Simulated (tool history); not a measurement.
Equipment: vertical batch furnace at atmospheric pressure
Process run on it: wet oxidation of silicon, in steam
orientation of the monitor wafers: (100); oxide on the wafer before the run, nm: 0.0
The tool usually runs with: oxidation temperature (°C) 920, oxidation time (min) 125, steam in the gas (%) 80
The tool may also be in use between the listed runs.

run   hour  oxidation temperature (°C)  oxidation time (min)  steam in the gas (%)  read-back reference wafer on the same gauge, thickness  oxide thickness on the monitor wafer (Å)
  1      0                         920                   125                    80                                                  299.62                                      3452
  2   34.2                         920                   125                    80                                                  299.93                                    3440.1
  3   54.3                         920                   125                    80                                                  299.55                                      3443
  4   74.9                         920                   125                    80                                                  300.15                                      3466
  5    104                         920                   125                    74                                                  300.05                                    3230.9
  6  121.1                         920                   125                    74                                                  299.64                                      3259
  7  153.3                         920                   125                    80                                                  300.24                                    3457.4
  8  224.2                         929                   125                    80                                                  299.81                                    3771.4
  9  236.5                         929                   125                    80                                                  300.14                                    3766.2
 10  264.3                         920                   125                    71                                                  299.74                                    3143.5
 11  304.7                         920                   125                    71                                                  300.55                                    2974.1
 12  324.8                         920                   125                    80                                                  300.27                                    3277.4
 13    364                         920                   125                    80                                                   300.1                                    3265.2
 14  373.2                         920                   125                    80                                                  299.85                                    3275.1
 15  408.4                         920                   125                    80                                                  300.17                                    3275.9
 16  422.8                         896                  88.5                    70                                                  300.03                                    1633.3
 17  444.9                         900                   180                    80                                                  300.09                                    3537.9
 18    477                         920                   125                    80                                                  299.88                                    3285.2
 19  499.8                         930                   159                    80                                                  299.65                                    4318.9
 20  513.2                         920                   125                    80                                                  300.05                                    3284.7
 21  533.2                         920                 162.5                    80                                                   299.9                                      4029
 22  551.3                         942                   125                    91                                                  299.67                                      4434
 23  582.6                         929                   125                    74                                                   299.4                                    3356.1
 24  600.3                         938                   106                    76                                                  300.07                                      3268
 25  632.4                         920                 147.5                    71                                                  299.82                                    3404.6
 26  666.8                         920                   125                    80                                                  300.53                                    3274.5
 27  701.8                         929                   175                    73                                                  299.62                                    4312.7
 28  721.7                         920                  67.5                    80                                                  300.27                                    1956.6
 29  735.3                         920                   125                    80                                                  299.77                                    3262.3
 30  754.1                         898                  82.5                    84                                                  300.14                                    1850.8
 31  777.7                         920                   125                    80                                                  299.52                                    3260.3
 32  806.8                         920                 101.5                    80                                                   299.8                                    2773.9
 33  825.2                         897                 102.5                    80                                                   299.8                                    2119.6
 34  850.7                         940                 144.5                    80                                                  299.91                                    4405.3
 35    870                         905                   125                    90                                                  299.84                                    3056.4
 36  896.2                         928                  68.5                    73                                                  299.76                                    2007.2
 37  920.6                         911                  81.5                    70                                                   299.7                                    1859.3
 38  938.5                         920                   125                    80                                                  299.83                                    3273.5

Removed from this log: 3 entries logged between the listed runs. Between which two listed runs does each belong, and how does the tool's hidden state at the listed run before it compare with that at the listed run after it?
Runs 9 to 10: gauge calibrated (hour 252.3)
  true tube temperature minus thermocouple reading, K: 5.81 -> 5.87
  measured less the result without the state, oxide thickness on the monitor wafer (Å): +194.8 -> +178.7
Runs 10 to 11: thermocouples replaced and temperature profile calibrated (hour 304.2)
  true tube temperature minus thermocouple reading, K: 5.87 -> 0.0974
  measured less the result without the state, oxide thickness on the monitor wafer (Å): +178.7 -> +3
Runs 12 to 13: steam generator serviced (hour 363.5)
  true tube temperature minus thermocouple reading, K: 0.0975 -> 0.0983
  measured less the result without the state, oxide thickness on the monitor wafer (Å): +3.2 -> +3.2

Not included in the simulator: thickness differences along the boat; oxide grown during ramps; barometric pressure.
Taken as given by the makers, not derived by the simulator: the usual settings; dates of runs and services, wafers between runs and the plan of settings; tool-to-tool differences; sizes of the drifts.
